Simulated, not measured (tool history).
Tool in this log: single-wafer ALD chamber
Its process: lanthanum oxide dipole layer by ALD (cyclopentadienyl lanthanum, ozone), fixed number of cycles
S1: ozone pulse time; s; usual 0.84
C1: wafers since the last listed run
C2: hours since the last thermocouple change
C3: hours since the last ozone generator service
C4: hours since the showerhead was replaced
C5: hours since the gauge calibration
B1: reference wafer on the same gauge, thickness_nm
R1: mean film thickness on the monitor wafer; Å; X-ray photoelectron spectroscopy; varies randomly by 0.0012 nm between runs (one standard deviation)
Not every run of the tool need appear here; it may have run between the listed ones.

Run 1, day 0: usual settings but S1 1.03 s; C1 0; C2 1972.4; C3 977.9; C4 5191.2; C5 137.7; B1 0.462. Result: R1 4.57 Å.
Run 2, day 2.05: usual settings but S1 1.03 s; C1 1256; C2 2021.6; C3 1027.1; C4 5240.4; C5 186.9; B1 0.462. Result: R1 4.55 Å.
Run 3, day 3.083: usual settings but S1 1.03 s; C1 633; C2 2046.4; C3 1051.9; C4 5265.2; C5 211.7; B1 0.462. Result: R1 4.54 Å.
Run 4, day 6.429: usual settings; C1 2050; C2 2126.7; C3 1132.2; C4 5345.5; C5 292; B1 0.462. Result: R1 4.24 Å.
Run 5, day 8.129: usual settings; C1 1042; C2 2167.5; C3 1173; C4 5386.3; C5 332.8; B1 0.462. Result: R1 4.24 Å.
Run 6, day 10.375: usual settings; C1 1376; C2 2221.4; C3 1226.9; C4 5440.2; C5 386.7; B1 0.462. Result: R1 4.24 Å.
Run 7, day 12.662: usual settings; C1 1402; C2 2276.3; C3 1281.8; C4 5495.1; C5 441.6; B1 0.463. Result: R1 4.24 Å.
Run 8, day 14.692: usual settings; C1 1243; C2 2325; C3 1330.5; C4 5543.8; C5 490.3; B1 0.463. Result: R1 4.24 Å.
At day 15.733: ozone generator serviced.
Run 9, day 16.583: usual settings but S1 0.73 s; C1 955; C2 2370.4; C3 20.4; C4 5589.2; C5 535.7; B1 0.462. Result: R1 4.22 Å.
Run 10, day 19.279: usual settings but S1 0.73 s; C1 1652; C2 2435.1; C3 85.1; C4 5653.9; C5 600.4; B1 0.462. Result: R1 4.21 Å.
Run 11, day 20.779: usual settings; C1 919; C2 2471.1; C3 121.1; C4 5689.9; C5 636.4; B1 0.462. Result: R1 4.41 Å.
At day 23.55: thermocouple changed; heater temperature recalibrated.
Run 12, day 23.571: usual settings but S1 0.98 s; C1 1506; C2 0.5; C3 188.1; C4 5756.9; C5 703.4; B1 0.462. Result: R1 4.59 Å.
Run 13, day 24.438: usual settings but S1 1.12 s; C1 531; C2 21.3; C3 208.9; C4 5777.7; C5 724.2; B1 0.462. Result: R1 4.78 Å.
At day 27.683: showerhead replaced, of another model than before.
At day 29.571: gauge calibrated.
Run 14, day 31.529: usual settings but S1 1.13 s; C1 4142; C2 191.5; C3 379.1; C4 92.3; C5 47; B1 0.462. Result: R1 4.87 Å.
Run 15, day 34.225: usual settings but S1 0.97 s; C1 1652; C2 256.2; C3 443.8; C4 157; C5 111.7; B1 0.462. Result: R1 4.57 Å.
Run 16, day 36.575: usual settings but S1 0.62 s; C1 1440; C2 312.6; C3 500.2; C4 213.4; C5 168.1; B1 0.462. Result: R1 3.44 Å.
Run 17, day 38.029: usual settings but S1 1.15 s; C1 891; C2 347.5; C3 535.1; C4 248.3; C5 203; B1 0.462. Result: R1 4.87 Å.
Run 18, day 41.008: usual settings; C1 1826; C2 419; C3 606.6; C4 319.8; C5 274.5; B1 0.462. Result: R1 4.22 Å.
Run 19, day 42.05: usual settings but S1 0.94 s; C1 638; C2 444; C3 631.6; C4 344.8; C5 299.5; B1 0.462. Result: R1 4.47 Å.
Run 20, day 43.621: usual settings but S1 1.03 s; C1 962; C2 481.7; C3 669.3; C4 382.5; C5 337.2; B1 0.462. Result: R1 4.65 Å.

Alternative continuations, all from the tool just after run 20; predict every row:
Run A, day 43.638: usual settings; C1 10; C2 482.1; C3 669.7; C4 382.9; C5 337.6; B1 ?. Result: R1 ?.
Run B, day 43.638: usual settings but S1 1.07 s; C1 10; C2 482.1; C3 669.7; C4 382.9; C5 337.6; B1 ?. Result: R1 ?.
Run C, day 43.638: usual settings but S1 1.09 s; C1 10; C2 482.1; C3 669.7; C4 382.9; C5 337.6; B1 ?. Result: R1 ?.
Run D, day 43.638: usual settings but S1 0.58 s; C1 10; C2 482.1; C3 669.7; C4 382.9; C5 337.6; B1 ?. Result: R1 ?.

run     B1    R1
  A  0.462  4.21
  B  0.462  4.71
  C  0.462  4.75
  D  0.462   3.2
Stripped of hidden state, with their random variation kept, the same runs would have yielded:
run    R1
  A  4.43
  B  4.89
  C  4.91
  D  3.45

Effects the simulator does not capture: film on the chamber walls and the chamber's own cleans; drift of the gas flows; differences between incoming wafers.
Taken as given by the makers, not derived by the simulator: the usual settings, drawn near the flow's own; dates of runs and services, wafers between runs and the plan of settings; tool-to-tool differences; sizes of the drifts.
